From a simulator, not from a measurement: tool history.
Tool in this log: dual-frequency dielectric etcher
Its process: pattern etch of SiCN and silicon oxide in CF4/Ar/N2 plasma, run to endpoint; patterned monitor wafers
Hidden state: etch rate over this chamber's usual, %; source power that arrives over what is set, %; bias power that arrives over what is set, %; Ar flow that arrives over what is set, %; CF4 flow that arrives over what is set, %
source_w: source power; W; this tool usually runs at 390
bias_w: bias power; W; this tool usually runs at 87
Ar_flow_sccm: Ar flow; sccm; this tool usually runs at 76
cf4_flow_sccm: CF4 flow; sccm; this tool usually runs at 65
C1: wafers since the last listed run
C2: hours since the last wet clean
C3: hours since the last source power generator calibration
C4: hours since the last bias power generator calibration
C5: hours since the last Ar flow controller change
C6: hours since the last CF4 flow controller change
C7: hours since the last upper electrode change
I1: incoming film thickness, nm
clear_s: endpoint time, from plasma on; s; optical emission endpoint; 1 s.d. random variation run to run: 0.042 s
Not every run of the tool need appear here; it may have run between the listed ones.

{"run": 1, "hour": 0.0, "source_w": 330, "bias_w": 87, "Ar_flow_sccm": 76, "cf4_flow_sccm": 65, "C1": 0, "C2": 454.5, "C3": 2554.4, "C4": 2925.9, "C5": 2497.2, "C6": 4259.9, "C7": 3425.4, "I1": 8.7, "clear_s": 12.5}
{"run": 2, "hour": 68.9, "source_w": 330, "bias_w": 87, "Ar_flow_sccm": 76, "cf4_flow_sccm": 65, "C1": 815, "C2": 523.4, "C3": 2623.3, "C4": 2994.8, "C5": 2566.1, "C6": 4328.8, "C7": 3494.3, "I1": 8.7, "clear_s": 12.5}
{"run": 3, "hour": 112.8, "source_w": 330, "bias_w": 87, "Ar_flow_sccm": 76, "cf4_flow_sccm": 65, "C1": 519, "C2": 567.3, "C3": 2667.2, "C4": 3038.7, "C5": 2610.0, "C6": 4372.7, "C7": 3538.2, "I1": 8.63, "clear_s": 12.4}
{"hour": 143.7, "done": "wet clean of the chamber"}
{"run": 4, "hour": 190.6, "source_w": 390, "bias_w": 87, "Ar_flow_sccm": 76, "cf4_flow_sccm": 65, "C1": 636, "C2": 46.9, "C3": 2745.0, "C4": 3116.5, "C5": 2687.8, "C6": 4450.5, "C7": 3616.0, "I1": 8.77, "clear_s": 10.6}
{"run": 5, "hour": 403.6, "source_w": 390, "bias_w": 87, "Ar_flow_sccm": 76, "cf4_flow_sccm": 65, "C1": 2520, "C2": 259.9, "C3": 2958.0, "C4": 3329.5, "C5": 2900.8, "C6": 4663.5, "C7": 3829.0, "I1": 8.69, "clear_s": 10.6}
{"run": 6, "hour": 442.2, "source_w": 470, "bias_w": 87, "Ar_flow_sccm": 76, "cf4_flow_sccm": 65, "C1": 456, "C2": 298.5, "C3": 2996.6, "C4": 3368.1, "C5": 2939.4, "C6": 4702.1, "C7": 3867.6, "I1": 8.68, "clear_s": 8.8}
{"run": 7, "hour": 505.5, "source_w": 470, "bias_w": 87, "Ar_flow_sccm": 76, "cf4_flow_sccm": 65, "C1": 748, "C2": 361.8, "C3": 3059.9, "C4": 3431.4, "C5": 3002.7, "C6": 4765.4, "C7": 3930.9, "I1": 8.72, "clear_s": 8.8}
{"run": 8, "hour": 579.7, "source_w": 470, "bias_w": 87, "Ar_flow_sccm": 76, "cf4_flow_sccm": 65, "C1": 877, "C2": 436.0, "C3": 3134.1, "C4": 3505.6, "C5": 3076.9, "C6": 4839.6, "C7": 4005.1, "I1": 8.7, "clear_s": 8.8}
{"hour": 648.1, "done": "source power generator calibrated"}
{"run": 9, "hour": 648.6, "source_w": 390, "bias_w": 87, "Ar_flow_sccm": 76, "cf4_flow_sccm": 65, "C1": 767, "C2": 504.9, "C3": 0.5, "C4": 3574.5, "C5": 3145.8, "C6": 4908.5, "C7": 4074.0, "I1": 8.72, "clear_s": 10.2}
{"hour": 689.8, "done": "wet clean of the chamber"}
{"hour": 708.1, "done": "upper electrode replaced, of another model than before"}
{"hour": 730.8, "done": "CF4 flow controller replaced"}
{"run": 10, "hour": 737.2, "source_w": 390, "bias_w": 87, "Ar_flow_sccm": 76, "cf4_flow_sccm": 65, "C1": 477, "C2": 47.4, "C3": 89.1, "C4": 3663.1, "C5": 3234.4, "C6": 6.4, "C7": 29.1, "I1": 8.62, "clear_s": 10.1}
{"hour": 782.6, "done": "bias power generator calibrated"}
{"run": 11, "hour": 843.6, "source_w": 450, "bias_w": 87, "Ar_flow_sccm": 76, "cf4_flow_sccm": 81, "C1": 1211, "C2": 153.8, "C3": 195.5, "C4": 61.0, "C5": 3340.8, "C6": 112.8, "C7": 135.5, "I1": 8.78, "clear_s": 8.3}
{"run": 12, "hour": 914.2, "source_w": 390, "bias_w": 97, "Ar_flow_sccm": 65, "cf4_flow_sccm": 78, "C1": 835, "C2": 224.4, "C3": 266.1, "C4": 131.6, "C5": 3411.4, "C6": 183.4, "C7": 206.1, "I1": 8.65, "clear_s": 9.6}
{"run": 13, "hour": 1000.2, "source_w": 390, "bias_w": 98, "Ar_flow_sccm": 81, "cf4_flow_sccm": 76, "C1": 1017, "C2": 310.4, "C3": 352.1, "C4": 217.6, "C5": 3497.4, "C6": 269.4, "C7": 292.1, "I1": 8.72, "clear_s": 10.0}
{"hour": 1012.4, "done": "Ar flow controller replaced"}
{"run": 14, "hour": 1042.2, "source_w": 390, "bias_w": 87, "Ar_flow_sccm": 76, "cf4_flow_sccm": 65, "C1": 425, "C2": 352.4, "C3": 394.1, "C4": 259.6, "C5": 29.8, "C6": 311.4, "C7": 334.1, "I1": 8.56, "clear_s": 10.2}
{"run": 15, "hour": 1108.3, "source_w": 390, "bias_w": 87, "Ar_flow_sccm": 90, "cf4_flow_sccm": 65, "C1": 782, "C2": 418.5, "C3": 460.2, "C4": 325.7, "C5": 95.9, "C6": 377.5, "C7": 400.2, "I1": 8.72, "clear_s": 10.6}
{"run": 16, "hour": 1169.8, "source_w": 390, "bias_w": 87, "Ar_flow_sccm": 76, "cf4_flow_sccm": 65, "C1": 727, "C2": 480.0, "C3": 521.7, "C4": 387.2, "C5": 157.4, "C6": 439.0, "C7": 461.7, "I1": 8.76, "clear_s": 10.3}
{"hour": 1276.6, "done": "wet clean of the chamber"}
{"run": 17, "hour": 1277.1, "source_w": 420, "bias_w": 87, "Ar_flow_sccm": 91, "cf4_flow_sccm": 65, "C1": 985, "C2": 0.5, "C3": 629.0, "C4": 494.5, "C5": 264.7, "C6": 546.3, "C7": 569.0, "I1": 8.76, "clear_s": 9.6}
{"run": 18, "hour": 1357.4, "source_w": 390, "bias_w": 98, "Ar_flow_sccm": 81, "cf4_flow_sccm": 76, "C1": 950, "C2": 80.8, "C3": 709.3, "C4": 574.8, "C5": 345.0, "C6": 626.6, "C7": 649.3, "I1": 8.63, "clear_s": 10.0}
{"run": 19, "hour": 1456.9, "source_w": 350, "bias_w": 87, "Ar_flow_sccm": 76, "cf4_flow_sccm": 65, "C1": 1177, "C2": 180.3, "C3": 808.8, "C4": 674.3, "C5": 444.5, "C6": 726.1, "C7": 748.8, "I1": 8.63, "clear_s": 12.0}
{"run": 20, "hour": 1531.2, "source_w": 390, "bias_w": 95, "Ar_flow_sccm": 64, "cf4_flow_sccm": 65, "C1": 879, "C2": 254.6, "C3": 883.1, "C4": 748.6, "C5": 518.8, "C6": 800.4, "C7": 823.1, "I1": 8.66, "clear_s": 9.8}
{"run": 21, "hour": 1614.1, "source_w": 390, "bias_w": 87, "Ar_flow_sccm": 76, "cf4_flow_sccm": 65, "C1": 980, "C2": 337.5, "C3": 966.0, "C4": 831.5, "C5": 601.7, "C6": 883.3, "C7": 906.0, "I1": 8.64, "clear_s": 10.3}

Below are 5 alternative next runs, each starting from the tool's condition after run 21. Predict each:
{"run": "A", "hour": 1614.5, "source_w": 390, "bias_w": 103, "Ar_flow_sccm": 76, "cf4_flow_sccm": 65, "C1": 4, "C2": 337.9, "C3": 966.4, "C4": 831.9, "C5": 602.1, "C6": 883.7, "C7": 906.4, "I1": 8.75, "clear_s": "?"}
{"run": "B", "hour": 1614.5, "source_w": 390, "bias_w": 99, "Ar_flow_sccm": 76, "cf4_flow_sccm": 61, "C1": 4, "C2": 337.9, "C3": 966.4, "C4": 831.9, "C5": 602.1, "C6": 883.7, "C7": 906.4, "I1": 8.75, "clear_s": "?"}
{"run": "C", "hour": 1614.5, "source_w": 390, "bias_w": 87, "Ar_flow_sccm": 60, "cf4_flow_sccm": 65, "C1": 4, "C2": 337.9, "C3": 966.4, "C4": 831.9, "C5": 602.1, "C6": 883.7, "C7": 906.4, "I1": 8.75, "clear_s": "?"}
{"run": "D", "hour": 1614.5, "source_w": 320, "bias_w": 87, "Ar_flow_sccm": 76, "cf4_flow_sccm": 65, "C1": 4, "C2": 337.9, "C3": 966.4, "C4": 831.9, "C5": 602.1, "C6": 883.7, "C7": 906.4, "I1": 8.75, "clear_s": "?"}
{"run": "E", "hour": 1614.5, "source_w": 440, "bias_w": 108, "Ar_flow_sccm": 60, "cf4_flow_sccm": 65, "C1": 4, "C2": 337.9, "C3": 966.4, "C4": 831.9, "C5": 602.1, "C6": 883.7, "C7": 906.4, "I1": 8.75, "clear_s": "?"}

run=A clear_s=10.0
run=B clear_s=10.1
run=C clear_s=10.0
run=D clear_s=14.2
run=E clear_s=8.0
With the hidden condition removed and each run's random variation left untouched, the same runs would have given:
run=A clear_s=9.8
run=B clear_s=9.9
run=C clear_s=9.8
run=D clear_s=13.9
run=E clear_s=7.9
